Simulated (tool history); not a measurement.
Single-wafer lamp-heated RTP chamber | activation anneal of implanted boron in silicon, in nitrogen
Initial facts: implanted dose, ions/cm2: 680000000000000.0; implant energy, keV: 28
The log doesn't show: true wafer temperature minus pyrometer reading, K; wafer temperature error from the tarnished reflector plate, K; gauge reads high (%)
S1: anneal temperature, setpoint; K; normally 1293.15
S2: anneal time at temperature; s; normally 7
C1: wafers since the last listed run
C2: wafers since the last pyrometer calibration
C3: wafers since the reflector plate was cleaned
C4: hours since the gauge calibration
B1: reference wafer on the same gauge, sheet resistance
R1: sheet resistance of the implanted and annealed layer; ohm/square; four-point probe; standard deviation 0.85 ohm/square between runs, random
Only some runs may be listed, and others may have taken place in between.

run,day,S1,S2,C1,C2,C3,C4,B1,R1
1,0.000,1278.15,5,0,1845,511,38.8,194.82,180.87
# day 0.558: pyrometer window cleaned and pyrometer calibrated
2,1.162,1293.15,7,231,168,742,66.7,195.09,174.09
3,1.667,1293.15,7,140,309,882,78.8,195.13,176.66
4,3.133,1293.15,7,408,718,1291,114.0,195.13,174.25
5,3.754,1293.15,7,173,891,1464,128.9,195.31,175.19
6,4.742,1293.15,7,275,1166,1740,152.6,195.21,175.86
7,5.821,1293.15,9,300,1467,2041,178.5,195.08,175.50
8,7.096,1293.15,7,355,1823,2396,209.1,195.00,175.57
9,7.750,1293.15,7,182,2005,2579,224.8,194.82,174.50
# day 8.379: pyrometer window cleaned and pyrometer calibrated
10,8.400,1293.15,7,88,5,2667,240.4,195.14,174.69
11,9.092,1279.15,10,192,198,2860,257.0,195.04,177.32
# day 9.212: gauge calibrated
12,9.929,1313.15,7,233,432,3093,17.2,194.82,172.21
# day 10.683: reflector plate cleaned
13,11.354,1293.15,7,304,736,186,51.4,195.00,174.26
14,12.029,1293.15,7,188,924,374,67.6,194.86,175.94
15,13.138,1264.15,5,309,1234,683,94.2,194.96,188.91
16,14.129,1293.15,7,276,1510,960,118.0,195.16,175.95
17,14.992,1321.15,9,240,1751,1200,138.7,195.19,170.09
# day 16.512: pyrometer window cleaned and pyrometer calibrated
18,16.533,1301.15,7,336,6,1537,175.7,194.98,173.85
19,17.500,1279.15,9,269,275,1807,198.9,195.01,175.85
20,18.962,1281.15,7,407,683,2215,234.0,194.99,178.79

For each run, what was the tool's unlogged condition?
true wafer temperature minus pyrometer reading, K: 0 at every run
wafer temperature error from the tarnished reflector plate, K: 0 at every run
gauge reads high (%): 0 at every run
